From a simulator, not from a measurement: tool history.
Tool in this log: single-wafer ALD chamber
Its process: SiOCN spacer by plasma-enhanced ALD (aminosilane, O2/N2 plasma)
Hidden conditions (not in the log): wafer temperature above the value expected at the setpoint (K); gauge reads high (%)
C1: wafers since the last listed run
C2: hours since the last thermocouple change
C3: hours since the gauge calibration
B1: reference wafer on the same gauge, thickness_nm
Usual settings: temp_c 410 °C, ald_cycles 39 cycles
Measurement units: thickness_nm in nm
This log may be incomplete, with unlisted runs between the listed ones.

Run 1, hour 0: usual settings but temp_c 415 °C, ald_cycles 41 cycles; C1 0; C2 38; C3 844.1; B1 2.332. Result: thickness_nm 2.293 nm.
Run 2, hour 32.8: usual settings but temp_c 415 °C, ald_cycles 41 cycles; C1 158; C2 70.8; C3 876.9; B1 2.33. Result: thickness_nm 2.29 nm.
Run 3, hour 75.1: usual settings but temp_c 406 °C; C1 204; C2 113.1; C3 919.2; B1 2.329. Result: thickness_nm 2.243 nm.
Run 4, hour 117: usual settings; C1 202; C2 155; C3 961.1; B1 2.327. Result: thickness_nm 2.205 nm.
Run 5, hour 182.6: usual settings but temp_c 398 °C; C1 317; C2 220.6; C3 1026.7; B1 2.323. Result: thickness_nm 2.271 nm.
Run 6, hour 251.6: usual settings but temp_c 398 °C; C1 333; C2 289.6; C3 1095.7; B1 2.322. Result: thickness_nm 2.269 nm.
Run 7, hour 320.7: usual settings but temp_c 398 °C; C1 334; C2 358.7; C3 1164.8; B1 2.318. Result: thickness_nm 2.268 nm.
At hour 336.8: gauge calibrated.
Run 8, hour 380.7: usual settings; C1 290; C2 418.7; C3 43.9; B1 2.35. Result: thickness_nm 2.238 nm.
Run 9, hour 451.9: usual settings; C1 344; C2 489.9; C3 115.1; B1 2.352. Result: thickness_nm 2.235 nm.
Run 10, hour 494.3: usual settings; C1 205; C2 532.3; C3 157.5; B1 2.351. Result: thickness_nm 2.229 nm.
Run 11, hour 551.2: usual settings; C1 275; C2 589.2; C3 214.4; B1 2.35. Result: thickness_nm 2.221 nm.
Run 12, hour 620: usual settings; C1 332; C2 658; C3 283.2; B1 2.35. Result: thickness_nm 2.229 nm.
Run 13, hour 651.7: usual settings; C1 153; C2 689.7; C3 314.9; B1 2.348. Result: thickness_nm 2.232 nm.
Run 14, hour 721.3: usual settings; C1 336; C2 759.3; C3 384.5; B1 2.346. Result: thickness_nm 2.234 nm.
Run 15, hour 766.6: usual settings; C1 219; C2 804.6; C3 429.8; B1 2.348. Result: thickness_nm 2.233 nm.
Run 16, hour 808.1: usual settings; C1 200; C2 846.1; C3 471.3; B1 2.347. Result: thickness_nm 2.238 nm.
Run 17, hour 854.7: usual settings; C1 225; C2 892.7; C3 517.9; B1 2.346. Result: thickness_nm 2.228 nm.
Run 18, hour 892.4: usual settings; C1 182; C2 930.4; C3 555.6; B1 2.345. Result: thickness_nm 2.217 nm.
Run 19, hour 919.5: usual settings but temp_c 422 °C; C1 131; C2 957.5; C3 582.7; B1 2.346. Result: thickness_nm 2.136 nm.
At hour 948.9: thermocouple changed; heater temperature recalibrated.
Run 20, hour 963: usual settings but temp_c 422 °C; C1 171; C2 14.1; C3 626.2; B1 2.343. Result: thickness_nm 2.142 nm.
Run 21, hour 1011.7: usual settings; C1 235; C2 62.8; C3 674.9; B1 2.341. Result: thickness_nm 2.23 nm.
Run 22, hour 1045.9: usual settings but ald_cycles 35 cycles; C1 165; C2 97; C3 709.1; B1 2.341. Result: thickness_nm 1.989 nm.
Run 23, hour 1100.8: usual settings but temp_c 419 °C, ald_cycles 46 cycles; C1 265; C2 151.9; C3 764; B1 2.338. Result: thickness_nm 2.536 nm.
Run 24, hour 1166.2: usual settings but temp_c 406 °C, ald_cycles 34 cycles; C1 316; C2 217.3; C3 829.4; B1 2.336. Result: thickness_nm 1.966 nm.
Run 25, hour 1229.1: usual settings; C1 304; C2 280.2; C3 892.3; B1 2.333. Result: thickness_nm 2.218 nm.
Run 26, hour 1299.7: usual settings but temp_c 420 °C, ald_cycles 43 cycles; C1 341; C2 350.8; C3 962.9; B1 2.33. Result: thickness_nm 2.353 nm.
Run 27, hour 1330.2: usual settings but temp_c 397 °C, ald_cycles 46 cycles; C1 147; C2 381.3; C3 993.4; B1 2.33. Result: thickness_nm 2.684 nm.
Run 28, hour 1399.1: usual settings but ald_cycles 35 cycles; C1 333; C2 450.2; C3 1062.3; B1 2.328. Result: thickness_nm 1.981 nm.
Run 29, hour 1436.1: usual settings; C1 178; C2 487.2; C3 1099.3; B1 2.324. Result: thickness_nm 2.201 nm.
Run 30, hour 1482.5: usual settings but ald_cycles 34 cycles; C1 224; C2 533.6; C3 1145.7; B1 2.321. Result: thickness_nm 1.923 nm.

What will run 31 give?
Run 31, hour 1540.8: usual settings; C1 281; C2 591.9; C3 1204; B1 ?. Result: thickness_nm ?.

{"run 31": {"B1": 2.318, "thickness_nm": 2.198}}
With no hidden state in the tool, this same run would have given thickness_nm 2.227 nm.
